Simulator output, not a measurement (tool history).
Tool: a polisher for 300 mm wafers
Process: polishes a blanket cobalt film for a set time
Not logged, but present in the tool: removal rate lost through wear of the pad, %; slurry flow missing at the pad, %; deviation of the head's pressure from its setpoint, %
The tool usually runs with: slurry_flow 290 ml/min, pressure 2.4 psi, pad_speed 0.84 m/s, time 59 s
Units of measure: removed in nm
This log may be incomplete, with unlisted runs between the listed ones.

run,hour,slurry_flow,pressure,pad_speed,time,wafers since the last listed run,wafers polished on this pad,hours since the slurry nozzle was cleaned,hours since the head pressure was calibrated,"incoming thickness of the incoming film, nm",removed
1,0,290,2.2,0.84,59,0,629,218.7,963.9,1327.4,254.9
2,6.4,290,2,0.84,59,67,696,225.1,970.3,1346.1,234.2
3,13,290,2,0.84,59,69,766,231.7,976.9,1317.5,231.8
4,26.3,290,2,0.84,59,140,906,245,990.2,1321.9,235.5
# hour 38.7: worn pad replaced by a new one
5,60.3,290,2.4,0.84,59,316,227,279,1024.2,1317.5,276
6,76.4,290,2.4,0.84,59,169,397,295.1,1040.3,1355.9,272.3
7,89.2,290,2.4,0.64,59,135,532,307.9,1053.1,1338.2,206.7
8,99.3,290,2.4,0.84,59,106,639,318,1063.2,1328.7,274.9
9,110.7,290,2.4,0.84,59,120,759,329.4,1074.6,1335.7,270.7
10,121.7,290,2.4,0.84,59,116,875,340.4,1085.6,1357.8,268.9
# hour 130: worn pad replaced by a new one
# hour 132: head pressure recalibrated
11,135.8,290,2.4,0.84,59,85,39,354.5,3.8,1329.3,273.9
12,152.8,290,2.4,0.84,59,179,219,371.5,20.8,1328.7,265.4
13,168.2,290,2.4,0.84,59,162,381,386.9,36.2,1334.7,265.3
14,181.7,290,2.4,0.84,80,142,524,400.4,49.7,1324.6,361.1
15,188.6,290,2.4,0.84,59,72,597,407.3,56.6,1349.2,265.3
16,204.8,290,2.4,0.84,59,170,768,423.5,72.8,1347.7,267.9
# hour 217.5: worn pad replaced by a new one
17,218,260,3.1,0.66,59,97,4,436.7,86,1308,258.8
18,230.5,260,3.1,0.66,59,131,136,449.2,98.5,1360.5,257.2
19,237.4,385,2,0.84,73,72,209,456.1,105.4,1323.9,292.3
20,243.7,350,2.7,0.84,59,66,276,462.4,111.7,1320.6,301
21,251.1,290,2.9,0.96,74,78,354,469.8,119.1,1340.4,454.8
22,259.9,230,2.4,0.84,59,92,447,478.6,127.9,1346.6,255.3
23,270.2,340,3,0.84,59,108,555,488.9,138.2,1344.6,326.6
# hour 271.5: slurry nozzle cleaned
24,284.1,205,2.9,0.68,38,136,691,12.6,152.1,1299.6,167.5
# hour 296: worn pad replaced by a new one
25,337,290,3.1,0.66,59,516,433,65.5,205,1323.3,277.2
26,354.2,290,2.4,0.84,59,181,614,82.7,222.2,1303.8,279.4
27,368.2,290,2.4,0.84,59,147,762,96.7,236.2,1353.9,278.2

For some of the steps in removed from one run to the next: how much would appear even if the tool had no hidden state, given the settings, what came in and random variation, and how much remains for the hidden state plus any gauge scatter that the measured result and the result without hidden state don't share?
Run 20 -> 21: slurry_flow 350 -> 290, pressure 2.7 -> 2.9, pad_speed 0.84 -> 0.96, time 59 -> 74. removed +153.8 nm: hidden state -14.1, all else +167.9.
Run 21 -> 22: slurry_flow 290 -> 230, pressure 2.9 -> 2.4, pad_speed 0.96 -> 0.84, time 74 -> 59. removed -199.5 nm: hidden state +8.4, all else -207.9.
Run 23 -> 24: slurry_flow 340 -> 205, pressure 3 -> 2.9, pad_speed 0.84 -> 0.68, time 59 -> 38, slurry nozzle cleaned. removed -159.1 nm: hidden state +18.7, all else -177.8.
